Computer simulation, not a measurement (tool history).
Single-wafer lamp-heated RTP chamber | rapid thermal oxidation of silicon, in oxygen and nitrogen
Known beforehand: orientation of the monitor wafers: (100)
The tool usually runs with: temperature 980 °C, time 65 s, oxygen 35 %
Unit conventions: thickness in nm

| run | hour | temperature | time | oxygen | wafers since the last listed run | wafers since the last pyrometer calibration | hours since the oxygen flow controller was replaced | hours since the gauge calibration | read-back reference wafer on the same gauge, thickness | thickness |
|---|---|---|---|---|---|---|---|---|---|---|
| 1 | 0.0 | 995 | 65 | 35 | 0 | 276 | 2130.1 | 772.2 | 3.997 | 4.212 |
| 2 | 30.7 | 995 | 65 | 35 | 171 | 447 | 2160.8 | 802.9 | 3.995 | 4.252 |
| 3 | 55.6 | 980 | 65 | 35 | 138 | 586 | 2185.7 | 827.8 | 4.001 | 3.852 |
| 4 | 115.4 | 980 | 65 | 17 | 333 | 919 | 2245.5 | 887.6 | 3.998 | 3.216 |
| 5 | 144.0 | 980 | 65 | 17 | 159 | 1079 | 2274.1 | 916.2 | 4.003 | 3.208 |
| 6 | 186.8 | 980 | 65 | 17 | 238 | 1317 | 2316.9 | 959.0 | 3.996 | 3.222 |
| 7 | 252.2 | 980 | 48 | 35 | 364 | 1682 | 2382.3 | 1024.4 | 3.998 | 3.457 |
|  | 357.3 | oxygen flow controller replaced |
| 8 | 358.2 | 980 | 48 | 35 | 546 | 2228 | 0.9 | 1130.4 | 3.996 | 3.468 |
|  | 361.3 | gauge calibrated |
| 9 | 419.7 | 980 | 48 | 35 | 342 | 2570 | 62.4 | 58.4 | 4.002 | 3.493 |
|  | 456.8 | pyrometer window cleaned and pyrometer calibrated |
| 10 | 459.3 | 1002 | 65 | 35 | 176 | 14 | 102.0 | 98.0 | 3.994 | 4.349 |
| 11 | 484.9 | 991 | 76 | 54 | 142 | 156 | 127.6 | 123.6 | 3.995 | 5.002 |
| 12 | 520.5 | 980 | 48 | 35 | 198 | 355 | 163.2 | 159.2 | 3.994 | 3.420 |
| 13 | 563.8 | 980 | 95 | 17 | 241 | 596 | 206.5 | 202.5 | 4.001 | 3.611 |
| 14 | 591.7 | 1009 | 39 | 64 | 155 | 751 | 234.4 | 230.4 | 4.003 | 4.593 |
| 15 | 618.2 | 993 | 65 | 35 | 147 | 899 | 260.9 | 256.9 | 4.003 | 4.176 |
| 16 | 642.7 | 980 | 65 | 35 | 136 | 1036 | 285.4 | 281.4 | 4.004 | 3.867 |
| 17 | 682.6 | 980 | 65 | 35 | 222 | 1258 | 325.3 | 321.3 | 4.004 | 3.870 |
| 18 | 753.4 | 980 | 65 | 17 | 394 | 1652 | 396.1 | 392.1 | 4.004 | 3.216 |
| 19 | 802.0 | 971 | 37 | 24 | 270 | 1923 | 444.7 | 440.7 | 4.004 | 2.785 |
| 20 | 837.2 | 1001 | 38 | 35 | 196 | 2119 | 479.9 | 475.9 | 4.001 | 3.587 |
| 21 | 874.0 | 999 | 49 | 17 | 205 | 2324 | 516.7 | 512.7 | 3.995 | 3.236 |

Here are 4 independent what-if runs from the current tool condition. What would each one return?
| A | 874.4 | 980 | 65 | 35 | 2 | 2327 | 517.1 | 513.1 | ? | ? |
| B | 874.4 | 980 | 52 | 48 | 2 | 2327 | 517.1 | 513.1 | ? | ? |
| C | 874.4 | 980 | 36 | 17 | 2 | 2327 | 517.1 | 513.1 | ? | ? |
| D | 874.4 | 956 | 65 | 17 | 2 | 2327 | 517.1 | 513.1 | ? | ? |

| run | read-back reference wafer on the same gauge, thickness | thickness |
|---|---|---|
| A | 4.008 | 3.924 |
| B | 4.008 | 3.952 |
| C | 4.008 | 2.745 |
| D | 4.008 | 2.914 |
The same runs, with their run-to-run variation unchanged, on a tool lacking any hidden condition would have given:
| run | thickness |
|---|---|
| A | 3.806 |
| B | 3.830 |
| C | 2.697 |
| D | 2.859 |
